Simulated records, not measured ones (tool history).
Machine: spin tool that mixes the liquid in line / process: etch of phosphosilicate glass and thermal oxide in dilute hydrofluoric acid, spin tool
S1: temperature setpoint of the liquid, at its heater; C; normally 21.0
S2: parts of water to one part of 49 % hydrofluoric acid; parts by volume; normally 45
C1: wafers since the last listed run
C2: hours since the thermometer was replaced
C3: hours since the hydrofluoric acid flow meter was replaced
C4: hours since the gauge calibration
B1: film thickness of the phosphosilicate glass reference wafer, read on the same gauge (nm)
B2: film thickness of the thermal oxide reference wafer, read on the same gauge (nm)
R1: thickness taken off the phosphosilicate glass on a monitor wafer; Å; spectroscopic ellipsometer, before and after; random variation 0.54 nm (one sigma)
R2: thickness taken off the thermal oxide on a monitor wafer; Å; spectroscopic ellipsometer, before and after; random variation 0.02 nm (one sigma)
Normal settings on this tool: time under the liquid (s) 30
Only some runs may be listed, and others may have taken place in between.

{"run": 1, "hour": 0.0, "S1": 21.0, "S2": 45, "time under the liquid (s)": 30, "C1": 0, "C2": 808.3, "C3": 627.3, "C4": 898.5, "B1": 40.06, "B2": 29.996, "R1": 614.9, "R2": 27.57}
{"hour": 68.5, "done": "hydrofluoric acid flow meter replaced"}
{"run": 2, "hour": 164.5, "S1": 21.0, "S2": 45, "time under the liquid (s)": 30, "C1": 2502, "C2": 972.8, "C3": 96.0, "C4": 1063.0, "B1": 40.01, "B2": 30.019, "R1": 645.4, "R2": 29.03}
{"run": 3, "hour": 211.1, "S1": 21.0, "S2": 45, "time under the liquid (s)": 30, "C1": 713, "C2": 1019.4, "C3": 142.6, "C4": 1109.6, "B1": 39.96, "B2": 29.99, "R1": 634.9, "R2": 28.95}
{"run": 4, "hour": 290.7, "S1": 21.0, "S2": 45, "time under the liquid (s)": 35, "C1": 1218, "C2": 1099.0, "C3": 222.2, "C4": 1189.2, "B1": 40.01, "B2": 30.016, "R1": 747.1, "R2": 32.88}
{"run": 5, "hour": 552.9, "S1": 21.0, "S2": 45, "time under the liquid (s)": 35, "C1": 4012, "C2": 1361.2, "C3": 484.4, "C4": 1451.4, "B1": 40.04, "B2": 29.981, "R1": 724.6, "R2": 32.63}
{"run": 6, "hour": 638.0, "S1": 21.0, "S2": 45, "time under the liquid (s)": 30, "C1": 1302, "C2": 1446.3, "C3": 569.5, "C4": 1536.5, "B1": 40.01, "B2": 29.986, "R1": 613.0, "R2": 27.6}
{"run": 7, "hour": 734.7, "S1": 21.0, "S2": 45, "time under the liquid (s)": 30, "C1": 1479, "C2": 1543.0, "C3": 666.2, "C4": 1633.2, "B1": 39.99, "B2": 29.956, "R1": 609.6, "R2": 27.65}
{"hour": 747.2, "done": "hydrofluoric acid flow meter replaced"}
{"run": 8, "hour": 835.1, "S1": 21.0, "S2": 45, "time under the liquid (s)": 30, "C1": 1521, "C2": 1643.4, "C3": 87.9, "C4": 1733.6, "B1": 40.03, "B2": 29.99, "R1": 632.3, "R2": 28.81}
{"hour": 882.7, "done": "thermometer replaced"}
{"hour": 886.8, "done": "gauge calibrated"}
{"run": 9, "hour": 901.6, "S1": 21.0, "S2": 40, "time under the liquid (s)": 30, "C1": 1002, "C2": 18.9, "C3": 154.4, "C4": 14.8, "B1": 40.03, "B2": 30.034, "R1": 729.9, "R2": 32.9}
{"run": 10, "hour": 978.5, "S1": 21.0, "S2": 55, "time under the liquid (s)": 30, "C1": 1176, "C2": 95.8, "C3": 231.3, "C4": 91.7, "B1": 39.95, "B2": 29.998, "R1": 526.2, "R2": 23.05}
{"run": 11, "hour": 1026.0, "S1": 21.0, "S2": 55, "time under the liquid (s)": 30, "C1": 726, "C2": 143.3, "C3": 278.8, "C4": 139.2, "B1": 39.94, "B2": 30.012, "R1": 511.1, "R2": 22.98}
{"run": 12, "hour": 1072.4, "S1": 21.0, "S2": 45, "time under the liquid (s)": 30, "C1": 710, "C2": 189.7, "C3": 325.2, "C4": 185.6, "B1": 39.97, "B2": 30.015, "R1": 636.9, "R2": 28.63}
{"run": 13, "hour": 1158.5, "S1": 21.0, "S2": 45, "time under the liquid (s)": 30, "C1": 1317, "C2": 275.8, "C3": 411.3, "C4": 271.7, "B1": 40.03, "B2": 29.972, "R1": 629.0, "R2": 28.0}
{"run": 14, "hour": 1198.0, "S1": 21.0, "S2": 30, "time under the liquid (s)": 30, "C1": 604, "C2": 315.3, "C3": 450.8, "C4": 311.2, "B1": 39.94, "B2": 30.014, "R1": 954.7, "R2": 42.81}
{"run": 15, "hour": 1273.2, "S1": 21.0, "S2": 45, "time under the liquid (s)": 30, "C1": 1150, "C2": 390.5, "C3": 526.0, "C4": 386.4, "B1": 39.96, "B2": 29.999, "R1": 618.1, "R2": 28.0}
{"hour": 1278.9, "done": "hydrofluoric acid flow meter replaced"}
{"run": 16, "hour": 1356.1, "S1": 17.0, "S2": 45, "time under the liquid (s)": 30, "C1": 1253, "C2": 473.4, "C3": 77.2, "C4": 469.3, "B1": 40.0, "B2": 30.002, "R1": 542.9, "R2": 24.43}
{"run": 17, "hour": 1404.1, "S1": 25.5, "S2": 45, "time under the liquid (s)": 30, "C1": 734, "C2": 521.4, "C3": 125.2, "C4": 517.3, "B1": 40.01, "B2": 29.994, "R1": 778.1, "R2": 34.74}
{"run": 18, "hour": 1500.5, "S1": 21.0, "S2": 45, "time under the liquid (s)": 30, "C1": 1475, "C2": 617.8, "C3": 221.6, "C4": 613.7, "B1": 39.94, "B2": 30.048, "R1": 645.6, "R2": 28.63}
{"run": 19, "hour": 1571.2, "S1": 21.0, "S2": 45, "time under the liquid (s)": 40, "C1": 1081, "C2": 688.5, "C3": 292.3, "C4": 684.4, "B1": 40.0, "B2": 30.032, "R1": 838.7, "R2": 37.61}
{"run": 20, "hour": 1780.4, "S1": 22.5, "S2": 25, "time under the liquid (s)": 50, "C1": 3201, "C2": 897.7, "C3": 501.5, "C4": 893.6, "B1": 39.97, "B2": 29.994, "R1": 2061.7, "R2": 91.59}
{"hour": 1855.1, "done": "hydrofluoric acid flow meter replaced"}
{"run": 21, "hour": 1875.0, "S1": 25.5, "S2": 55, "time under the liquid (s)": 40, "C1": 1432, "C2": 992.3, "C3": 19.9, "C4": 988.2, "B1": 39.99, "B2": 30.008, "R1": 842.5, "R2": 37.09}
{"run": 22, "hour": 1965.7, "S1": 24.5, "S2": 45, "time under the liquid (s)": 30, "C1": 1388, "C2": 1083.0, "C3": 110.6, "C4": 1078.9, "B1": 40.04, "B2": 29.979, "R1": 733.3, "R2": 32.72}
{"run": 23, "hour": 2067.5, "S1": 18.5, "S2": 35, "time under the liquid (s)": 50, "C1": 1557, "C2": 1184.8, "C3": 212.4, "C4": 1180.7, "B1": 40.01, "B2": 29.994, "R1": 1227.2, "R2": 54.92}
{"run": 24, "hour": 2143.2, "S1": 25.5, "S2": 45, "time under the liquid (s)": 15, "C1": 1158, "C2": 1260.5, "C3": 288.1, "C4": 1256.4, "B1": 39.98, "B2": 29.994, "R1": 375.4, "R2": 16.94}
{"run": 25, "hour": 2243.3, "S1": 19.5, "S2": 65, "time under the liquid (s)": 20, "C1": 1531, "C2": 1360.6, "C3": 388.2, "C4": 1356.5, "B1": 40.04, "B2": 29.967, "R1": 265.7, "R2": 11.76}

Had the tool no unlogged condition, and each run kept its random variation, what would the results have been?
The hidden state here: liquid hotter than its thermometer reads (K); hydrofluoric acid flow below the setpoint (%); gauge reads high (%).
run=1 R1=650.5 R2=29.17
run=2 R1=653.0 R2=29.37
run=3 R1=644.9 R2=29.41
run=4 R1=764.0 R2=33.62
run=5 R1=757.8 R2=34.13
run=6 R1=645.9 R2=29.08
run=7 R1=647.6 R2=29.38
run=8 R1=636.9 R2=29.01
run=9 R1=739.3 R2=33.33
run=10 R1=536.7 R2=23.51
run=11 R1=523.3 R2=23.53
run=12 R1=654.5 R2=29.43
run=13 R1=651.2 R2=28.99
run=14 R1=991.0 R2=44.44
run=15 R1=646.3 R2=29.28
run=16 R1=549.3 R2=24.72
run=17 R1=790.4 R2=35.29
run=18 R1=661.1 R2=29.31
run=19 R1=864.1 R2=38.75
run=20 R1=2160.6 R2=95.98
run=21 R1=855.7 R2=37.67
run=22 R1=750.3 R2=33.48
run=23 R1=1265.9 R2=56.65
run=24 R1=390.1 R2=17.60
run=25 R1=278.6 R2=12.33
